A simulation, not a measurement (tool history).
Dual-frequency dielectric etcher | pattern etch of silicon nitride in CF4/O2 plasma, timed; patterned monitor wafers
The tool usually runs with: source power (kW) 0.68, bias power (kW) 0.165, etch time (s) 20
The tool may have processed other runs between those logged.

| run | hour | source power (kW) | bias power (kW) | etch time (s) | wafers since the last listed run | hours since the last wet clean | hours since the last source power generator calibration | hours since the last bias power generator calibration | hours since the last upper electrode change | hours since the gauge calibration | read-back reference wafer on the same gauge, depth_nm | mean etch depth across the wafer (nm) |
|---|---|---|---|---|---|---|---|---|---|---|---|---|
| 1 | 0 | 0.68 | 0.165 | 20 | 0 | 318.7 | 3471.1 | 4591.5 | 4089.6 | 102.1 | 46.5 | 49.9 |
| 2 | 7.6 | 0.68 | 0.165 | 20 | 133 | 326.3 | 3478.7 | 4599.1 | 4097.2 | 109.7 | 46.4 | 49.2 |
| 3 | 22.1 | 0.68 | 0.15 | 20 | 254 | 340.8 | 3493.2 | 4613.6 | 4111.7 | 124.2 | 46.5 | 47.4 |
| 4 | 39 | 0.68 | 0.165 | 20 | 296 | 357.7 | 3510.1 | 4630.5 | 4128.6 | 141.1 | 46.4 | 49.5 |
| 5 | 56.2 | 0.68 | 0.165 | 20 | 302 | 374.9 | 3527.3 | 4647.7 | 4145.8 | 158.3 | 46.4 | 49.5 |
| 6 | 68.8 | 0.68 | 0.165 | 20 | 221 | 387.5 | 3539.9 | 4660.3 | 4158.4 | 170.9 | 46.5 | 49.3 |
|  | 96.4 | wet clean of the chamber |
|  | 100.3 | bias power generator calibrated |
| 7 | 100.8 | 0.68 | 0.165 | 20 | 72 | 4.4 | 3571.9 | 0.5 | 4190.4 | 202.9 | 46.4 | 48 |
| 8 | 101.1 | 0.68 | 0.165 | 20 | 5 | 4.7 | 3572.2 | 0.8 | 4190.7 | 203.2 | 46.5 | 48.3 |
|  | 111.5 | gauge calibrated |
|  | 131.5 | upper electrode replaced |
|  | 155.4 | wet clean of the chamber, repeated, since the last time left the tool worse |
| 9 | 155.9 | 0.68 | 0.165 | 18.5 | 120 | 0.5 | 3627 | 55.6 | 24.4 | 44.4 | 46.4 | 47.5 |
| 10 | 156.3 | 0.68 | 0.165 | 18.5 | 7 | 0.9 | 3627.4 | 56 | 24.8 | 44.8 | 46.4 | 47.2 |
| 11 | 156.6 | 0.68 | 0.165 | 18.5 | 5 | 1.2 | 3627.7 | 56.3 | 25.1 | 45.1 | 46.4 | 47.2 |
| 12 | 156.9 | 0.82 | 0.165 | 20 | 5 | 1.5 | 3628 | 56.6 | 25.4 | 45.4 | 46.3 | 60.6 |
| 13 | 165.6 | 0.55 | 0.165 | 23.5 | 152 | 10.2 | 3636.7 | 65.3 | 34.1 | 54.1 | 46.5 | 48.5 |
|  | 181.2 | source power generator calibrated |
| 14 | 181.7 | 0.52 | 0.136 | 18 | 212 | 26.3 | 0.5 | 81.4 | 50.2 | 70.2 | 46.4 | 31.8 |
| 15 | 190.2 | 0.68 | 0.196 | 24.5 | 149 | 34.8 | 9 | 89.9 | 58.7 | 78.7 | 46.4 | 67.2 |
| 16 | 201.2 | 0.68 | 0.18 | 20 | 193 | 45.8 | 20 | 100.9 | 69.7 | 89.7 | 46.4 | 52.5 |
| 17 | 212.7 | 0.61 | 0.198 | 23.5 | 202 | 57.3 | 31.5 | 112.4 | 81.2 | 101.2 | 46.5 | 58.2 |
| 18 | 219.1 | 0.57 | 0.15 | 26 | 112 | 63.7 | 37.9 | 118.8 | 87.6 | 107.6 | 46.4 | 52.6 |
| 19 | 227.5 | 0.68 | 0.18 | 20 | 147 | 72.1 | 46.3 | 127.2 | 96 | 116 | 46.4 | 52.4 |
| 20 | 245.2 | 0.75 | 0.192 | 18 | 311 | 89.8 | 64 | 144.9 | 113.7 | 133.7 | 46.4 | 53.7 |
| 21 | 260 | 0.81 | 0.165 | 16 | 260 | 104.6 | 78.8 | 159.7 | 128.5 | 148.5 | 46.4 | 48 |
| 22 | 273.4 | 0.68 | 0.165 | 20 | 235 | 118 | 92.2 | 173.1 | 141.9 | 161.9 | 46.4 | 50 |
| 23 | 288.1 | 0.68 | 0.165 | 20 | 258 | 132.7 | 106.9 | 187.8 | 156.6 | 176.6 | 46.4 | 50.1 |

Branching from run 23: 3 alternative next runs. What would each branch give?
| A | 288.5 | 0.68 | 0.198 | 20 | 7 | 133.1 | 107.3 | 188.2 | 157 | 177 | ? | ? |
| B | 288.5 | 0.77 | 0.165 | 18 | 7 | 133.1 | 107.3 | 188.2 | 157 | 177 | ? | ? |
| C | 288.5 | 0.68 | 0.196 | 20 | 7 | 133.1 | 107.3 | 188.2 | 157 | 177 | ? | ? |

| run | read-back reference wafer on the same gauge, depth_nm | mean etch depth across the wafer (nm) |
|---|---|---|
| A | 46.4 | 54.8 |
| B | 46.4 | 51.2 |
| C | 46.4 | 54.5 |
Stripped of hidden state, with their random variation kept, the same runs would have yielded:
| run | mean etch depth across the wafer (nm) |
|---|---|
| A | 55.8 |
| B | 52.1 |
| C | 55.5 |

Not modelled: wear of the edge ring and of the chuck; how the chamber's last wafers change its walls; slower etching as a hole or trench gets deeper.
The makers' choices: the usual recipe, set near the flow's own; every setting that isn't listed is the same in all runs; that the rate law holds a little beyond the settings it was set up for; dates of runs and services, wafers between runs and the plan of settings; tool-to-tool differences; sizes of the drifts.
